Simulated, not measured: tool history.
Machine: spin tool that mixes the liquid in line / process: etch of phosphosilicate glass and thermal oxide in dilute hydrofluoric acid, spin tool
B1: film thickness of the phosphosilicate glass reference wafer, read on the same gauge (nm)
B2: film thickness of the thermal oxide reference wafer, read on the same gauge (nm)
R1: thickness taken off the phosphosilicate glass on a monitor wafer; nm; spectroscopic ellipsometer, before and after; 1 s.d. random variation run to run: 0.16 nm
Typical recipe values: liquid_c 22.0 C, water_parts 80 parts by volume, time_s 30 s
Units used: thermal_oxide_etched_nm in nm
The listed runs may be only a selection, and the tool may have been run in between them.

Run 1, hour 0.0: usual settings; B1 130.00; B2 49.995. Result: R1 28.85 nm, thermal_oxide_etched_nm 1.470 nm.
Run 2, hour 11.3: usual settings; B1 130.03; B2 50.066. Result: R1 29.05 nm, thermal_oxide_etched_nm 1.470 nm.
Run 3, hour 22.0: usual settings; B1 130.01; B2 49.949. Result: R1 29.06 nm, thermal_oxide_etched_nm 1.476 nm.
Run 4, hour 37.7: usual settings; B1 130.02; B2 49.981. Result: R1 29.05 nm, thermal_oxide_etched_nm 1.446 nm.
Run 5, hour 47.6: usual settings but water_parts 50 parts by volume; B1 129.99; B2 49.974. Result: R1 48.34 nm, thermal_oxide_etched_nm 2.336 nm.
At hour 59.0: gauge calibrated.
Run 6, hour 61.1: usual settings but water_parts 50 parts by volume; B1 129.99; B2 49.951. Result: R1 48.28 nm, thermal_oxide_etched_nm 2.453 nm.
Run 7, hour 72.7: usual settings but time_s 35 s; B1 130.04; B2 49.938. Result: R1 33.72 nm, thermal_oxide_etched_nm 1.666 nm.
Run 8, hour 89.7: usual settings but time_s 35 s; B1 129.98; B2 49.960. Result: R1 33.49 nm, thermal_oxide_etched_nm 1.750 nm.
At hour 100.8: thermometer replaced.
Run 9, hour 102.3: usual settings but time_s 35 s; B1 129.99; B2 49.998. Result: R1 33.49 nm, thermal_oxide_etched_nm 1.673 nm.
Run 10, hour 116.0: usual settings; B1 130.01; B2 50.005. Result: R1 28.52 nm, thermal_oxide_etched_nm 1.432 nm.
Run 11, hour 132.2: usual settings; B1 129.96; B2 49.957. Result: R1 28.98 nm, thermal_oxide_etched_nm 1.453 nm.
Run 12, hour 146.2: usual settings; B1 129.99; B2 49.988. Result: R1 28.59 nm, thermal_oxide_etched_nm 1.508 nm.
Run 13, hour 156.2: usual settings but liquid_c 23.5 C; B1 130.00; B2 50.013. Result: R1 30.40 nm, thermal_oxide_etched_nm 1.589 nm.
Run 14, hour 165.0: usual settings but water_parts 105 parts by volume, time_s 40 s; B1 130.02; B2 50.005. Result: R1 28.19 nm, thermal_oxide_etched_nm 1.461 nm.
Run 15, hour 181.0: usual settings but liquid_c 20.5 C, water_parts 115 parts by volume, time_s 15 s; B1 129.97; B2 49.979. Result: R1 8.91 nm, thermal_oxide_etched_nm 0.442 nm.
Run 16, hour 189.1: usual settings but liquid_c 24.5 C, water_parts 110 parts by volume, time_s 15 s; B1 130.00; B2 49.949. Result: R1 11.01 nm, thermal_oxide_etched_nm 0.571 nm.
Run 17, hour 199.1: usual settings but liquid_c 24.0 C; B1 130.00; B2 50.018. Result: R1 30.84 nm, thermal_oxide_etched_nm 1.557 nm.
At hour 203.5: hydrofluoric acid flow meter replaced.
Run 18, hour 209.2: usual settings; B1 129.99; B2 49.977. Result: R1 33.42 nm, thermal_oxide_etched_nm 1.680 nm.
Run 19, hour 223.0: usual settings but time_s 15 s; B1 130.00; B2 50.027. Result: R1 16.56 nm, thermal_oxide_etched_nm 0.850 nm.
Run 20, hour 240.5: usual settings but liquid_c 25.5 C; B1 129.99; B2 50.020. Result: R1 38.15 nm, thermal_oxide_etched_nm 1.930 nm.
Run 21, hour 251.1: usual settings; B1 130.02; B2 49.949. Result: R1 33.26 nm, thermal_oxide_etched_nm 1.706 nm.
Run 22, hour 264.9: usual settings; B1 129.97; B2 49.962. Result: R1 33.11 nm, thermal_oxide_etched_nm 1.723 nm.
Run 23, hour 272.8: usual settings but liquid_c 24.0 C, water_parts 95 parts by volume; B1 129.99; B2 49.988. Result: R1 29.48 nm, thermal_oxide_etched_nm 1.548 nm.
Run 24, hour 284.3: usual settings but time_s 50 s; B1 130.00; B2 50.007. Result: R1 55.19 nm, thermal_oxide_etched_nm 2.888 nm.
Run 25, hour 291.9: usual settings; B1 130.04; B2 49.971. Result: R1 33.18 nm, thermal_oxide_etched_nm 1.633 nm.
Run 26, hour 303.5: usual settings but liquid_c 27.0 C, time_s 20 s; B1 129.99; B2 49.997. Result: R1 26.74 nm, thermal_oxide_etched_nm 1.339 nm.
Run 27, hour 331.4: usual settings but liquid_c 19.5 C, water_parts 60 parts by volume; B1 130.02; B2 50.015. Result: R1 40.65 nm, thermal_oxide_etched_nm 2.085 nm.

Below are 3 alternative next runs, each starting from the tool's condition after run 27. Predict each:
Run A, hour 331.8: usual settings but water_parts 45 parts by volume; B1 ?; B2 ?. Result: R1 ?, thermal_oxide_etched_nm ?.
Run B, hour 331.8: usual settings but liquid_c 20.0 C, water_parts 60 parts by volume, time_s 15 s; B1 ?; B2 ?. Result: R1 ?, thermal_oxide_etched_nm ?.
Run C, hour 331.8: usual settings but time_s 40 s; B1 ?; B2 ?. Result: R1 ?, thermal_oxide_etched_nm ?.

run      B1      B2     R1  thermal_oxide_etched_nm
  A  130.00  49.941  61.22                    3.182
  B  130.00  49.941  20.71                    1.076
  C  130.00  49.941  43.93                    2.283
What these runs would have given with no unlogged condition in the tool:
run     R1  thermal_oxide_etched_nm
  A  62.46                    3.246
  B  21.14                    1.099
  C  44.85                    2.331
